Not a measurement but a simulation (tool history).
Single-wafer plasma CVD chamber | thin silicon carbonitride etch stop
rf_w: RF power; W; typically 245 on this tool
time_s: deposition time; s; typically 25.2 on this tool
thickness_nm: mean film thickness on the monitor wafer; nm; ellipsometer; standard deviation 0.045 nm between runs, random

run     day  rf_w  time_s  wafers since the last listed run  hours since the last thermocouple change  hours since the last RF generator calibration  hours since the showerhead was replaced  hours since the gauge calibration  read-back reference wafer on the same gauge, thickness_nm  thickness_nm
  1   0.000   260    25.2                                 0                                    2104.3                                          322.3                                   2100.8                              508.3                                                     12.797        13.129
  2   0.525   260    25.2                               333                                    2116.9                                          334.9                                   2113.4                              520.9                                                     12.799        13.178
  3   1.212   245    25.2                               437                                    2133.4                                          351.4                                   2129.9                              537.4                                                     12.800        12.976
  4   2.217   245    25.2                               638                                    2157.5                                          375.5                                   2154.0                              561.5                                                     12.790        13.001
      2.608  -- gauge calibrated
  5   3.379   245    25.2                               739                                    2185.4                                          403.4                                   2181.9                               18.5                                                     12.795        13.032
  6   4.692   235    25.2                               834                                    2216.9                                          434.9                                   2213.4                               50.0                                                     12.802        12.903
  7   5.329   235    25.2                               405                                    2232.2                                          450.2                                   2228.7                               65.3                                                     12.797        12.896
  8   6.042   245    25.2                               453                                    2249.3                                          467.3                                   2245.8                               82.4                                                     12.792        12.964
  9   6.838   245    25.2                               506                                    2268.4                                          486.4                                   2264.9                              101.5                                                     12.810        13.034
 10   7.842   245    25.2                               638                                    2292.5                                          510.5                                   2289.0                              125.6                                                     12.793        12.980
 11  10.550   245    25.2                              1722                                    2357.5                                          575.5                                   2354.0                              190.6                                                     12.795        12.920
 12  11.783   245    29.0                               784                                    2387.1                                          605.1                                   2383.6                              220.2                                                     12.796        14.961
 13  12.846   245    29.0                               675                                    2412.6                                          630.6                                   2409.1                              245.7                                                     12.802        14.784
 14  14.054   245    25.2                               768                                    2441.6                                          659.6                                   2438.1                              274.7                                                     12.798        12.976
 15  14.567   245    25.2                               325                                    2453.9                                          671.9                                   2450.4                              287.0                                                     12.804        12.936
     17.262  -- showerhead replaced
     17.462  -- thermocouple changed; heater temperature recalibrated
 16  18.733   245    25.2                              2308                                      30.5                                          771.9                                     35.3                              387.0                                                     12.803        12.873
 17  19.958   245    25.2                               779                                      59.9                                          801.3                                     64.7                              416.4                                                     12.791        12.930
 18  21.404   290    25.2                               919                                      94.6                                          836.0                                     99.4                              451.1                                                     12.789        13.441
 19  22.900   295    23.6                               951                                     130.5                                          871.9                                    135.3                              487.0                                                     12.791        12.658
     23.525  -- RF generator calibrated
 20  23.892   260    25.2                               418                                     154.3                                            8.8                                    159.1                              510.8                                                     12.796        12.987
 21  25.167   205    23.6                               810                                     184.9                                           39.4                                    189.7                              541.4                                                     12.805        11.555
 22  26.421   245    26.5                               797                                     215.0                                           69.5                                    219.8                              571.5                                                     12.800        13.406
     26.571  -- gauge calibrated
 23  27.362   245    25.2                               598                                     237.6                                           92.1                                    242.4                               19.0                                                     12.807        12.713
 24  28.354   245    22.2                               630                                     261.4                                          115.9                                    266.2                               42.8                                                     12.801        11.193
 25  29.488   245    28.0                               720                                     288.6                                          143.1                                    293.4                               70.0                                                     12.805        14.157
 26  30.267   245    25.2                               495                                     307.3                                          161.8                                    312.1                               88.7                                                     12.795        12.874
 27  31.658   265    29.9                               885                                     340.7                                          195.2                                    345.5                              122.1                                                     12.792        15.466
 28  32.375   295    21.0                               455                                     357.9                                          212.4                                    362.7                              139.3                                                     12.794        11.153
     33.288  -- RF generator calibrated, repeated, since the last time left the tool worse
 29  33.750   245    23.5                               662                                     390.9                                           11.1                                    395.7                              172.3                                                     12.799        12.197
 30  34.717   245    25.2                               614                                     414.1                                           34.3                                    418.9                              195.5                                                     12.800        13.014
 31  35.933   230    28.6                               773                                     443.3                                           63.5                                    448.1                              224.7                                                     12.801        14.465
 32  37.025   265    25.2                               694                                     469.5                                           89.7                                    474.3                              250.9                                                     12.789        13.268
 33  37.746   245    25.2                               458                                     486.8                                          107.0                                    491.6                              268.2                                                     12.806        12.955
 34  39.196   245    25.2                               922                                     521.6                                          141.8                                    526.4                              303.0                                                     12.793        13.023

Measured minus without-hidden-state, run by run (identical run-to-run variation in each term; gauge scatter may differ):
The tool's hidden condition here consists of: wafer temperature above the value expected at the setpoint (K); delivered RF power above the setpoint (%); gauge reads high (%).
run  thickness_nm
  1        -0.069
  2        -0.071
  3        -0.073
  4        -0.077
  5        -0.081
  6        -0.086
  7        -0.088
  8        -0.092
  9        -0.095
 10        -0.098
 11        -0.109
 12        -0.131
 13        -0.135
 14        -0.123
 15        -0.125
 16        -0.140
 17        -0.145
 18        -0.157
 19        -0.154
 20        -0.285
 21        -0.258
 22        -0.305
 23        -0.293
 24        -0.261
 25        -0.335
 26        -0.308
 27        -0.377
 28        -0.275
 29        -0.035
 30        -0.041
 31        -0.051
 32        -0.051
 33        -0.053
 34        -0.059

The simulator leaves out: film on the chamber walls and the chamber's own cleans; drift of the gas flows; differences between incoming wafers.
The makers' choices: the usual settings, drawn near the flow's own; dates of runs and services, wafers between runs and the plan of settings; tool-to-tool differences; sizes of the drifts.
